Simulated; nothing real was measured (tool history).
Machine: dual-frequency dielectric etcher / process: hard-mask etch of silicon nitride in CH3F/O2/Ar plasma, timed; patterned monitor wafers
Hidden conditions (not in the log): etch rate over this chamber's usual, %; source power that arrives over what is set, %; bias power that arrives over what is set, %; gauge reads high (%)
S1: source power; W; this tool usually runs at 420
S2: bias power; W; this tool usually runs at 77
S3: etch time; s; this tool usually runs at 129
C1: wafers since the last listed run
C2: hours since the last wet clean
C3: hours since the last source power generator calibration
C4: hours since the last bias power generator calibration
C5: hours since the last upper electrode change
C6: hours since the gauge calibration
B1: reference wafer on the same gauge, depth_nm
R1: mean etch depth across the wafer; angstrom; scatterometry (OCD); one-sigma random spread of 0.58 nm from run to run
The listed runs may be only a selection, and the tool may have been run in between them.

| run | hour | S1 | S2 | S3 | C1 | C2 | C3 | C4 | C5 | C6 | B1 | R1 |
|---|---|---|---|---|---|---|---|---|---|---|---|---|
| 1 | 0 | 470 | 66 | 129 | 0 | 111.4 | 925.8 | 1510.2 | 6199.1 | 847.6 | 98 | 991 |
| 2 | 30.5 | 420 | 77 | 129 | 235 | 141.9 | 956.3 | 1540.7 | 6229.6 | 878.1 | 97.8 | 1007 |
| 3 | 55.7 | 420 | 77 | 129 | 194 | 167.1 | 981.5 | 1565.9 | 6254.8 | 903.3 | 98.1 | 1008 |
| 4 | 86.8 | 420 | 77 | 129 | 239 | 198.2 | 1012.6 | 1597 | 6285.9 | 934.4 | 97.8 | 1014 |
| 5 | 120.5 | 420 | 77 | 105 | 259 | 231.9 | 1046.3 | 1630.7 | 6319.6 | 968.1 | 98 | 818 |
| 6 | 146.3 | 420 | 77 | 105 | 198 | 257.7 | 1072.1 | 1656.5 | 6345.4 | 993.9 | 97.8 | 822 |
| 7 | 175.9 | 420 | 77 | 105 | 228 | 287.3 | 1101.7 | 1686.1 | 6375 | 1023.5 | 98 | 823 |
| 8 | 207.6 | 420 | 77 | 151.5 | 244 | 319 | 1133.4 | 1717.8 | 6406.7 | 1055.2 | 97.9 | 1181 |
| 9 | 221.6 | 420 | 77 | 129 | 107 | 333 | 1147.4 | 1731.8 | 6420.7 | 1069.2 | 98 | 1005 |
| 10 | 252.4 | 420 | 77 | 129 | 237 | 363.8 | 1178.2 | 1762.6 | 6451.5 | 1100 | 98 | 1013 |
|  | 255.1 | gauge calibrated |
| 11 | 279.9 | 420 | 77 | 129 | 211 | 391.3 | 1205.7 | 1790.1 | 6479 | 24.8 | 98 | 1021 |
|  | 292.9 | bias power generator calibrated |
| 12 | 312.5 | 420 | 77 | 129 | 220 | 423.9 | 1238.3 | 19.6 | 6511.6 | 57.4 | 97.9 | 1016 |
| 13 | 335.6 | 500 | 95 | 147.5 | 177 | 447 | 1261.4 | 42.7 | 6534.7 | 80.5 | 98 | 1294 |
| 14 | 357.8 | 480 | 94 | 107 | 171 | 469.2 | 1283.6 | 64.9 | 6556.9 | 102.7 | 98.1 | 930 |
|  | 385.3 | upper electrode replaced |
|  | 436.7 | wet clean of the chamber |
| 15 | 437.2 | 500 | 87 | 129 | 241 | 0.5 | 1363 | 144.3 | 51.9 | 182.1 | 98 | 1097 |
| 16 | 448.1 | 420 | 90 | 129 | 83 | 11.4 | 1373.9 | 155.2 | 62.8 | 193 | 98 | 1065 |
| 17 | 470.9 | 420 | 77 | 129 | 175 | 34.2 | 1396.7 | 178 | 85.6 | 215.8 | 98 | 1025 |
| 18 | 488.3 | 480 | 92 | 91 | 134 | 51.6 | 1414.1 | 195.4 | 103 | 233.2 | 97.9 | 782 |
| 19 | 517.4 | 360 | 93 | 129 | 224 | 80.7 | 1443.2 | 224.5 | 132.1 | 262.3 | 98 | 1033 |
| 20 | 533.9 | 420 | 59 | 163 | 127 | 97.2 | 1459.7 | 241 | 148.6 | 278.8 | 98.1 | 1183 |
| 21 | 549.1 | 420 | 95 | 166 | 117 | 112.4 | 1474.9 | 256.2 | 163.8 | 294 | 98.1 | 1398 |
| 22 | 571.4 | 420 | 77 | 142 | 171 | 134.7 | 1497.2 | 278.5 | 186.1 | 316.3 | 98 | 1123 |
|  | 583.4 | source power generator calibrated |
| 23 | 593.5 | 420 | 58 | 101.5 | 139 | 156.8 | 10.1 | 300.6 | 208.2 | 338.4 | 97.9 | 740 |
| 24 | 620.3 | 420 | 77 | 163 | 206 | 183.6 | 36.9 | 327.4 | 235 | 365.2 | 98 | 1283 |
| 25 | 728.3 | 420 | 77 | 129 | 832 | 291.6 | 144.9 | 435.4 | 343 | 473.2 | 98 | 1027 |
| 26 | 750.3 | 420 | 77 | 129 | 169 | 313.6 | 166.9 | 457.4 | 365 | 495.2 | 98.1 | 1025 |
| 27 | 780.6 | 510 | 69 | 103 | 233 | 343.9 | 197.2 | 487.7 | 395.3 | 525.5 | 98 | 824 |
| 28 | 807.1 | 420 | 77 | 160.5 | 204 | 370.4 | 223.7 | 514.2 | 421.8 | 552 | 97.9 | 1274 |
| 29 | 824.6 | 420 | 77 | 129 | 134 | 387.9 | 241.2 | 531.7 | 439.3 | 569.5 | 97.9 | 1017 |

Branching from run 29: 5 alternative next runs. What would each branch give?
| A | 825.1 | 510 | 77 | 129 | 3 | 388.4 | 241.7 | 532.2 | 439.8 | 570 | ? | ? |
| B | 825.1 | 390 | 77 | 152 | 3 | 388.4 | 241.7 | 532.2 | 439.8 | 570 | ? | ? |
| C | 825.1 | 480 | 77 | 129 | 3 | 388.4 | 241.7 | 532.2 | 439.8 | 570 | ? | ? |
| D | 825.1 | 450 | 77 | 129 | 3 | 388.4 | 241.7 | 532.2 | 439.8 | 570 | ? | ? |
| E | 825.1 | 480 | 77 | 104 | 3 | 388.4 | 241.7 | 532.2 | 439.8 | 570 | ? | ? |

| run | B1 | R1 |
|---|---|---|
| A | 98.1 | 1066 |
| B | 98.1 | 1178 |
| C | 98.1 | 1050 |
| D | 98.1 | 1033 |
| E | 98.1 | 846 |
What these runs would have given with no unlogged condition in the tool:
| run | R1 |
|---|---|
| A | 1066 |
| B | 1178 |
| C | 1050 |
| D | 1033 |
| E | 846 |
